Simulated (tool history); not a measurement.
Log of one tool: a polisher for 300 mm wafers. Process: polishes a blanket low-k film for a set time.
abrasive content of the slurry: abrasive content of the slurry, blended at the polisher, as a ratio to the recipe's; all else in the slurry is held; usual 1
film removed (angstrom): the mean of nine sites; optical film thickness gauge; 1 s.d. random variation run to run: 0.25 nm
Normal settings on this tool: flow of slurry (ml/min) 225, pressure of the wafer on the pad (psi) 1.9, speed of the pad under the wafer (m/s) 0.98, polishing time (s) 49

run	day	flow of slurry (ml/min)	pressure of the wafer on the pad (psi)	speed of the pad under the wafer (m/s)	abrasive content of the slurry	polishing time (s)	wafers since the last listed run	wafers polished on this pad	hours since the slurry nozzle was cleaned	hours since the head pressure was calibrated	hours since the slurry blender was calibrated	hours since the conditioning disc was replaced	incoming thickness of the incoming film, nm	film removed (angstrom)
1	0	225	1.9	1.16	1	49	0	956	833.1	455.6	159.4	194.2	518.7	171
2	2.196	195	1.9	0.98	0.8	49	342	1299	885.8	508.3	212.1	246.9	523.1	135
3	4.179	195	1.9	0.98	0.8	49	309	1609	933.4	555.9	259.7	294.5	527.8	135
4	6.221	195	1.9	0.98	0.8	49	318	1927	982.4	604.9	308.7	343.5	521.3	137
# day 6.3: slurry nozzle cleaned
# day 6.321: slurry blender recalibrated
# day 6.433: conditioning disc replaced and pad reconditioned
5	7.65	225	1.9	0.98	1	49	200	2127	32.4	639.2	31.9	29.2	518.1	174
# day 9.067: worn pad replaced by a new one
6	9.638	225	1.9	0.98	1	49	284	89	80.1	686.9	79.6	76.9	521.1	167
# day 11.967: head pressure recalibrated
7	12.442	225	1.9	0.98	1	49	424	513	147.4	11.4	146.9	144.2	519.5	160
8	13.996	225	1.9	0.98	1	49	242	756	184.7	48.7	184.2	181.5	521.6	154
9	16.738	225	1.9	1.24	1	49	428	1184	250.5	114.5	250	247.3	521.5	170
10	18.338	225	1.9	0.98	0.7	63	249	1434	288.9	152.9	288.4	285.7	523.7	164
# day 19.146: slurry blender recalibrated
# day 19.838: conditioning disc replaced and pad reconditioned
11	21.242	225	1.9	0.98	1	63	427	1861	358.6	222.6	50.3	33.7	514.7	219
# day 21.638: worn pad replaced by a new one
12	23.538	225	1.9	0.98	1	49	332	296	413.7	277.7	105.4	88.8	523.4	162
13	24.792	190	1.9	0.8	1	49	195	492	443.8	307.8	135.5	118.9	524.4	142
14	27.496	225	2.4	0.98	1	49	422	914	508.7	372.7	200.4	183.8	523.7	193
15	29.117	225	1.9	0.98	1	49	253	1167	547.6	411.6	239.3	222.7	528.1	153
# day 31.446: slurry blender recalibrated
16	31.467	225	1.9	0.84	1	65	353	1521	604	468	0.5	279.1	526.7	226
17	32.479	225	1.6	0.98	1	49	158	1679	628.3	492.3	24.8	303.4	526.3	146
# day 33.95: conditioning disc replaced and pad reconditioned
18	34.192	290	1.9	1.18	1	49	254	1933	669.4	533.4	65.9	5.8	521.6	185
# day 36.033: worn pad replaced by a new one
19	36.054	225	1.7	1.12	1.25	49	264	2	714.1	578.1	110.6	50.5	511.7	169
# day 43.446: slurry nozzle cleaned
20	43.562	225	1.9	1.24	1	49	1165	1168	2.8	758.3	290.8	230.7	530.7	165
# day 45.958: slurry blender recalibrated
21	45.979	225	1.9	0.98	1	49	364	1532	60.8	816.3	0.5	288.7	516.7	175
# day 46.496: conditioning disc replaced and pad reconditioned
22	48.325	225	1.9	0.78	1	49	353	1886	117.1	872.6	56.8	43.9	523.3	153
# day 49.571: head pressure recalibrated
# day 50.058: worn pad replaced by a new one
23	50.467	225	1.9	0.98	1	49	295	63	168.5	21.5	108.2	95.3	527.7	159
24	51.788	225	1.9	0.98	0.75	33	206	269	200.2	53.2	139.9	127	528.1	90

What was the tool's hidden state at every run in the log?
removal rate lost through wear of the pad, %: 0, the same for each run
slurry flow missing at the pad, %: 0, the same for each run
deviation of the head's pressure from its setpoint, %: 0, the same for each run
time polished since the conditioner stopped cutting, s: 0, the same for each run
H1: abrasive missing from the slurry, %
run	H1
1	24
2	26.8
3	28.3
4	29.4
5	8.1
6	16.3
7	23.2
8	25.6
9	28.2
10	29.1
11	13
12	20.8
13	23.7
14	27.7
15	29.2
16	2.83
17	9.02
18	16.8
19	22.5
20	31.6
21	2.9
22	15.4
23	22.3
24	25.2

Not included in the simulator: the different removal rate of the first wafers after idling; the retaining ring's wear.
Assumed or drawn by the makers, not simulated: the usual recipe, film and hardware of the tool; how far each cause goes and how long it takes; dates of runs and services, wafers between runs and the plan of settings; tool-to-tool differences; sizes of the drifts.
